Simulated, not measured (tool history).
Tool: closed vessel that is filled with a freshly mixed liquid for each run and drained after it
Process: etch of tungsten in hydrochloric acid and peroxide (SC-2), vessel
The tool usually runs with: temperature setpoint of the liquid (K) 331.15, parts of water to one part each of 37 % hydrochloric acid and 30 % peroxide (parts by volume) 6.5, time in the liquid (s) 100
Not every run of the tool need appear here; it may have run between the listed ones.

run    hour  temperature setpoint of the liquid (K)  parts of water to one part each of 37 % hydrochloric acid and 30 % peroxide (parts by volume)  time in the liquid (s)  read-back film thickness of the tungsten reference wafer, read on the same gauge (nm)  thickness taken off the tungsten on a monitor wafer (angstrom)
  1       0                                  331.15                                                                                            6.5                     140                                                                                  50.02                                                           442.8
       67.7  -- thermometer replaced
  2    78.4                                  331.15                                                                                            6.5                     140                                                                                  50.01                                                           433.3
  3   161.6                                  331.15                                                                                              7                     100                                                                                  49.99                                                           297.1
  4   235.7                                  331.15                                                                                            6.5                     145                                                                                     50                                                           452.8
  5   287.5                                  331.15                                                                                            6.5                     145                                                                                  49.96                                                           442.1
  6   610.7                                  331.15                                                                                            6.5                     100                                                                                  50.01                                                           304.6
  7   669.6                                  331.15                                                                                            6.5                     100                                                                                  50.02                                                           306.8
  8     706                                  331.15                                                                                            6.5                     100                                                                                  50.01                                                           309.3
      768.2  -- gauge calibrated
  9   800.9                                  331.15                                                                                              8                     135                                                                                  49.98                                                           344.7
      807.9  -- new drum of peroxide connected
 10   901.5                                  331.15                                                                                            6.5                     100                                                                                  49.98                                                           319.5
 11     956                                  326.65                                                                                            7.5                      50                                                                                  49.96                                                           106.2
 12  1015.6                                  335.65                                                                                            6.5                     100                                                                                  49.96                                                           422.3
       1076  -- chemicals flow meter replaced
 13  1096.9                                  337.15                                                                                            7.5                     115                                                                                  49.99                                                           472.2
     1165.6  -- thermometer replaced
 14  1188.7                                  331.15                                                                                            4.5                     100                                                                                  50.02                                                           413.3
 15  1294.4                                  331.15                                                                                            6.5                     100                                                                                  50.01                                                           311.8
 16  1388.9                                  331.15                                                                                            6.5                      70                                                                                     50                                                           217.8
 17  1465.2                                  331.15                                                                                            6.5                     100                                                                                  49.99                                                             309

Consider 3 possible next runs. They are alternatives, not a sequence: every one starts from the tool as it was left by run 17. What does each give?
  A  1465.9                                  339.15                                                                                            6.5                     100                                                                                      ?                                                               ?
  B  1465.9                                  331.15                                                                                              9                     100                                                                                      ?                                                               ?
  C  1465.9                                  336.15                                                                                            7.5                      45                                                                                      ?                                                               ?

run  read-back film thickness of the tungsten reference wafer, read on the same gauge (nm)  thickness taken off the tungsten on a monitor wafer (angstrom)
  A                                                                                  50.01                                                           512.4
  B                                                                                  50.01                                                           240.8
  C                                                                                  50.01                                                           171.7
What these runs would have given with no unlogged condition in the tool:
run  thickness taken off the tungsten on a monitor wafer (angstrom)
  A                                                           532.1
  B                                                           250.4
  C                                                           178.4

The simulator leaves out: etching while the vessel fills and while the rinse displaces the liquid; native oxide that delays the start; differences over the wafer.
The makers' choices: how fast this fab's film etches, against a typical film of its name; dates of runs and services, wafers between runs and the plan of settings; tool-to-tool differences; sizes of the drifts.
